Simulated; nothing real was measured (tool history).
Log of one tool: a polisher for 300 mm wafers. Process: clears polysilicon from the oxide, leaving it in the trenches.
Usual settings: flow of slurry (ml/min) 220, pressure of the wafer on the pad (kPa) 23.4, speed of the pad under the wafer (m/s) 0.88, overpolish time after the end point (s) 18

run    hour  flow of slurry (ml/min)  pressure of the wafer on the pad (kPa)  speed of the pad under the wafer (m/s)  overpolish time after the end point (s)  incoming thickness of the incoming film, nm  time until the end point was called (s)
  1       0                      220                                    23.4                                    1.12                                       18                                        790.9                                     48.4
  2    71.9                      220                                    23.4                                    1.12                                       18                                          780                                     48.6
  3   117.4                      220                                    23.4                                    0.88                                       18                                          788                                       60
  4   170.4                      220                                    23.4                                    0.88                                       18                                        774.3                                       60
  5   240.3                      220                                    23.4                                    0.88                                       18                                          780                                     61.2
      257.6  -- slurry nozzle cleaned
  6   279.9                      220                                    23.4                                    0.88                                       18                                        768.4                                     54.2
        284  -- worn pad replaced by a new one
  7   364.8                      170                                    23.4                                    0.88                                       18                                          778                                       59
      368.9  -- head pressure recalibrated
  8   445.9                      220                                    23.4                                    1.08                                       18                                        792.6                                     49.2
  9   485.7                      220                                    23.4                                    0.88                                       18                                        776.4                                     58.3
 10   521.8                      220                                    23.4                                     1.1                                       18                                          790                                     48.7
 11   603.7                      220                                    23.4                                     1.1                                       18                                        785.1                                     49.1
 12     645                      220                                    23.4                                     1.1                                       18                                        772.3                                       48
 13   685.5                      220                                    23.4                                    0.88                                       23                                        769.8                                     58.7
 14   737.2                      175                                    23.4                                    0.88                                       18                                        785.1                                     63.2
      825.8  -- slurry nozzle cleaned
 15   830.6                      220                                    18.6                                    0.64                                       18                                          790                                       90
      905.7  -- worn pad replaced by a new one
 16   906.7                      220                                    23.4                                    0.88                                       18                                        773.6                                     56.3
 17  1002.7                      220                                    17.9                                    0.88                                       18                                          778                                     74.9
 18    1074                      220                                    23.4                                    0.88                                       18                                        781.5                                       58
 19  1131.1                      220                                    23.4                                    0.88                                       18                                        783.8                                     60.5
     1164.1  -- head pressure recalibrated
 20    1172                      220                                    23.4                                    0.88                                       18                                        774.3                                     59.2
 21  1231.5                      220                                    23.4                                    0.88                                       29                                        769.9                                     58.8
 22  1289.6                      220                                    23.4                                    0.88                                       12                                        781.9                                     60.2
     1334.7  -- slurry nozzle cleaned
 23  1459.5                      250                                    23.4                                    0.88                                       18                                        790.7                                       56
     1532.9  -- worn pad replaced by a new one
 24  1537.6                      220                                    23.4                                    0.88                                       23                                        793.5                                     58.7

Forecast run 25:
 25  1597.9                      220                                    23.4                                     0.7                                       18                                        783.3                                        ?

{"run 25": {"time until the end point was called (s)": 70.6}}
Without the tool's hidden state the same run would have given time until the end point was called (s) 66.6.
